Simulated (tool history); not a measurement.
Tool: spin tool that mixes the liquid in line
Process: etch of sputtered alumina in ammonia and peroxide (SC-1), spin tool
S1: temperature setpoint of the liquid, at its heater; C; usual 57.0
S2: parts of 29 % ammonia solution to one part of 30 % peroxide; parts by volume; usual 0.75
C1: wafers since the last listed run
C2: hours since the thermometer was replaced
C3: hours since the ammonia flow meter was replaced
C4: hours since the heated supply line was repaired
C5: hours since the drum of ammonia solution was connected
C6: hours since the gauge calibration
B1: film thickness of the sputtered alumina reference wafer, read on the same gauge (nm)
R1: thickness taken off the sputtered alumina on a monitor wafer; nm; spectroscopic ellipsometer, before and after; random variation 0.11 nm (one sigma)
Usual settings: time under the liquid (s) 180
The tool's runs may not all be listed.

{"run": 1, "day": 0.0, "S1": 57.0, "S2": 0.75, "time under the liquid (s)": 180, "C1": 0, "C2": 1056.4, "C3": 1762.6, "C4": 3100.8, "C5": 145.3, "C6": 286.1, "B1": 149.99, "R1": 12.84}
{"run": 2, "day": 1.433, "S1": 57.0, "S2": 0.75, "time under the liquid (s)": 180, "C1": 221, "C2": 1090.8, "C3": 1797.0, "C4": 3135.2, "C5": 179.7, "C6": 320.5, "B1": 150.0, "R1": 12.86}
{"run": 3, "day": 2.467, "S1": 57.0, "S2": 0.75, "time under the liquid (s)": 180, "C1": 159, "C2": 1115.6, "C3": 1821.8, "C4": 3160.0, "C5": 204.5, "C6": 345.3, "B1": 149.97, "R1": 12.79}
{"run": 4, "day": 3.925, "S1": 57.0, "S2": 0.75, "time under the liquid (s)": 180, "C1": 225, "C2": 1150.6, "C3": 1856.8, "C4": 3195.0, "C5": 239.5, "C6": 380.3, "B1": 149.98, "R1": 12.85}
{"run": 5, "day": 5.312, "S1": 57.0, "S2": 0.75, "time under the liquid (s)": 180, "C1": 214, "C2": 1183.9, "C3": 1890.1, "C4": 3228.3, "C5": 272.8, "C6": 413.6, "B1": 150.01, "R1": 12.71}
{"run": 6, "day": 5.938, "S1": 50.5, "S2": 0.75, "time under the liquid (s)": 135, "C1": 96, "C2": 1198.9, "C3": 1905.1, "C4": 3243.3, "C5": 287.8, "C6": 428.6, "B1": 150.0, "R1": 6.75}
{"run": 7, "day": 6.45, "S1": 50.5, "S2": 0.75, "time under the liquid (s)": 135, "C1": 79, "C2": 1211.2, "C3": 1917.4, "C4": 3255.6, "C5": 300.1, "C6": 440.9, "B1": 150.01, "R1": 6.68}
{"run": 8, "day": 7.833, "S1": 50.5, "S2": 0.75, "time under the liquid (s)": 135, "C1": 213, "C2": 1244.4, "C3": 1950.6, "C4": 3288.8, "C5": 333.3, "C6": 474.1, "B1": 150.0, "R1": 6.74}
{"run": 9, "day": 8.679, "S1": 57.0, "S2": 0.75, "time under the liquid (s)": 180, "C1": 130, "C2": 1264.7, "C3": 1970.9, "C4": 3309.1, "C5": 353.6, "C6": 494.4, "B1": 150.02, "R1": 12.72}
{"run": 10, "day": 9.833, "S1": 57.0, "S2": 0.75, "time under the liquid (s)": 180, "C1": 178, "C2": 1292.4, "C3": 1998.6, "C4": 3336.8, "C5": 381.3, "C6": 522.1, "B1": 150.01, "R1": 12.79}
{"day": 11.1, "done": "thermometer replaced"}
{"run": 11, "day": 11.121, "S1": 57.0, "S2": 0.75, "time under the liquid (s)": 180, "C1": 192, "C2": 0.5, "C3": 2029.5, "C4": 3367.7, "C5": 412.2, "C6": 553.0, "B1": 149.98, "R1": 12.75}
{"day": 11.7, "done": "heated supply line repaired"}
{"run": 12, "day": 11.771, "S1": 57.0, "S2": 0.75, "time under the liquid (s)": 180, "C1": 93, "C2": 16.1, "C3": 2045.1, "C4": 1.7, "C5": 427.8, "C6": 568.6, "B1": 150.02, "R1": 15.05}
{"day": 14.979, "done": "new drum of ammonia solution connected"}
{"run": 13, "day": 15.754, "S1": 62.5, "S2": 0.4, "time under the liquid (s)": 105, "C1": 608, "C2": 111.7, "C3": 2140.7, "C4": 97.3, "C5": 18.6, "C6": 664.2, "B1": 149.99, "R1": 10.79}
{"day": 15.954, "done": "gauge calibrated"}
{"run": 14, "day": 16.717, "S1": 57.0, "S2": 0.75, "time under the liquid (s)": 180, "C1": 148, "C2": 134.8, "C3": 2163.8, "C4": 120.4, "C5": 41.7, "C6": 18.3, "B1": 150.0, "R1": 14.74}
{"day": 17.571, "done": "ammonia flow meter replaced"}
{"run": 15, "day": 17.596, "S1": 62.5, "S2": 1.0, "time under the liquid (s)": 180, "C1": 129, "C2": 155.9, "C3": 0.6, "C4": 141.5, "C5": 62.8, "C6": 39.4, "B1": 149.96, "R1": 20.32}
{"run": 16, "day": 18.108, "S1": 61.5, "S2": 0.45, "time under the liquid (s)": 180, "C1": 79, "C2": 168.2, "C3": 12.9, "C4": 153.8, "C5": 75.1, "C6": 51.7, "B1": 149.99, "R1": 17.94}
{"run": 17, "day": 18.633, "S1": 47.0, "S2": 0.95, "time under the liquid (s)": 180, "C1": 81, "C2": 180.8, "C3": 25.5, "C4": 166.4, "C5": 87.7, "C6": 64.3, "B1": 150.01, "R1": 8.84}
{"run": 18, "day": 19.804, "S1": 63.0, "S2": 0.45, "time under the liquid (s)": 180, "C1": 180, "C2": 208.9, "C3": 53.6, "C4": 194.5, "C5": 115.8, "C6": 92.4, "B1": 150.01, "R1": 19.15}
{"run": 19, "day": 21.029, "S1": 57.0, "S2": 0.4, "time under the liquid (s)": 180, "C1": 189, "C2": 238.3, "C3": 83.0, "C4": 223.9, "C5": 145.2, "C6": 121.8, "B1": 149.99, "R1": 14.05}
{"run": 20, "day": 22.421, "S1": 57.0, "S2": 0.75, "time under the liquid (s)": 180, "C1": 214, "C2": 271.7, "C3": 116.4, "C4": 257.3, "C5": 178.6, "C6": 155.2, "B1": 149.98, "R1": 14.8}
{"run": 21, "day": 23.458, "S1": 57.0, "S2": 0.75, "time under the liquid (s)": 180, "C1": 160, "C2": 296.6, "C3": 141.3, "C4": 282.2, "C5": 203.5, "C6": 180.1, "B1": 150.01, "R1": 14.69}
{"run": 22, "day": 24.188, "S1": 57.0, "S2": 0.75, "time under the liquid (s)": 100, "C1": 112, "C2": 314.1, "C3": 158.8, "C4": 299.7, "C5": 221.0, "C6": 197.6, "B1": 150.01, "R1": 8.12}

The same runs without the tool's hidden state, with the same run-to-run variation:
The hidden state here: liquid colder than its thermometer reads (K); ammonia flow below the setpoint (%); temperature lost on the way to the wafer (K); ammonia solution weaker than its label (%); gauge reads high (%).
run=1 R1=15.58
run=2 R1=15.64
run=3 R1=15.57
run=4 R1=15.68
run=5 R1=15.54
run=6 R1=8.33
run=7 R1=8.26
run=8 R1=8.34
run=9 R1=15.63
run=10 R1=15.73
run=11 R1=15.71
run=12 R1=15.71
run=13 R1=11.29
run=14 R1=15.48
run=15 R1=21.34
run=16 R1=18.85
run=17 R1=9.34
run=18 R1=20.15
run=19 R1=14.84
run=20 R1=15.67
run=21 R1=15.57
run=22 R1=8.61
